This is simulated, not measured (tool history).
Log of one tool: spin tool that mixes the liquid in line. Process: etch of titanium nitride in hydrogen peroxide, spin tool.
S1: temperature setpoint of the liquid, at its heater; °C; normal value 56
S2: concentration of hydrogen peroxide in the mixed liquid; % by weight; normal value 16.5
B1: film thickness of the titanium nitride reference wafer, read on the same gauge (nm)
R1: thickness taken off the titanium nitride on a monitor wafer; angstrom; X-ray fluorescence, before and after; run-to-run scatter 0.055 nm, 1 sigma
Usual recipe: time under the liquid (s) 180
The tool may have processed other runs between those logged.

{"run": 1, "day": 0.0, "S1": 56, "S2": 12.5, "time under the liquid (s)": 180, "B1": 49.98, "R1": 125.1}
{"run": 2, "day": 2.417, "S1": 56, "S2": 12.5, "time under the liquid (s)": 180, "B1": 50, "R1": 123.6}
{"run": 3, "day": 3.946, "S1": 56, "S2": 16.5, "time under the liquid (s)": 180, "B1": 49.97, "R1": 131.2}
{"day": 4.208, "done": "new drum of peroxide connected"}
{"day": 5.45, "done": "thermometer replaced"}
{"run": 4, "day": 7.146, "S1": 56, "S2": 13, "time under the liquid (s)": 180, "B1": 50.03, "R1": 125.4}
{"run": 5, "day": 9.833, "S1": 56, "S2": 13, "time under the liquid (s)": 180, "B1": 50, "R1": 125.2}
{"day": 9.846, "done": "gauge calibrated"}
{"run": 6, "day": 13.771, "S1": 56, "S2": 13, "time under the liquid (s)": 180, "B1": 49.94, "R1": 124.8}
{"run": 7, "day": 17.871, "S1": 53, "S2": 16.5, "time under the liquid (s)": 180, "B1": 50.04, "R1": 107}
{"run": 8, "day": 20.967, "S1": 61, "S2": 13, "time under the liquid (s)": 180, "B1": 50.01, "R1": 176.7}
{"run": 9, "day": 23.896, "S1": 61, "S2": 13, "time under the liquid (s)": 180, "B1": 50.02, "R1": 177.2}
{"run": 10, "day": 27.825, "S1": 61, "S2": 13, "time under the liquid (s)": 180, "B1": 50, "R1": 177.8}
{"run": 11, "day": 29.692, "S1": 49.5, "S2": 20, "time under the liquid (s)": 180, "B1": 50.01, "R1": 86.9}
{"run": 12, "day": 32.458, "S1": 56, "S2": 16.5, "time under the liquid (s)": 180, "B1": 49.98, "R1": 131}
{"run": 13, "day": 35.158, "S1": 62, "S2": 16.5, "time under the liquid (s)": 115, "B1": 49.97, "R1": 126.1}
{"run": 14, "day": 38.888, "S1": 56, "S2": 16.5, "time under the liquid (s)": 180, "B1": 50.04, "R1": 131.4}
{"day": 42.542, "done": "new drum of peroxide connected"}
{"day": 48.712, "done": "thermometer replaced"}
{"run": 15, "day": 51.867, "S1": 56, "S2": 16.5, "time under the liquid (s)": 180, "B1": 49.99, "R1": 131.3}
{"day": 55.438, "done": "peroxide flow meter replaced"}
{"run": 16, "day": 55.492, "S1": 56, "S2": 16.5, "time under the liquid (s)": 180, "B1": 50, "R1": 131.7}
{"day": 56.204, "done": "gauge calibrated"}
{"run": 17, "day": 57.767, "S1": 64.5, "S2": 18, "time under the liquid (s)": 290, "B1": 50.03, "R1": 380.3}
{"day": 60.621, "done": "heated supply line repaired"}
{"run": 18, "day": 61.871, "S1": 62, "S2": 16.5, "time under the liquid (s)": 115, "B1": 49.99, "R1": 127}

The next listed run, before its measurement:
{"run": 19, "day": 65.608, "S1": 64, "S2": 16.5, "time under the liquid (s)": 215, "B1": "?", "R1": "?"}

B1: 49.98
R1: 271.8 angstrom
Were there no unlogged condition in the tool, this run, its random variation unchanged, would have produced R1 271.8 angstrom.

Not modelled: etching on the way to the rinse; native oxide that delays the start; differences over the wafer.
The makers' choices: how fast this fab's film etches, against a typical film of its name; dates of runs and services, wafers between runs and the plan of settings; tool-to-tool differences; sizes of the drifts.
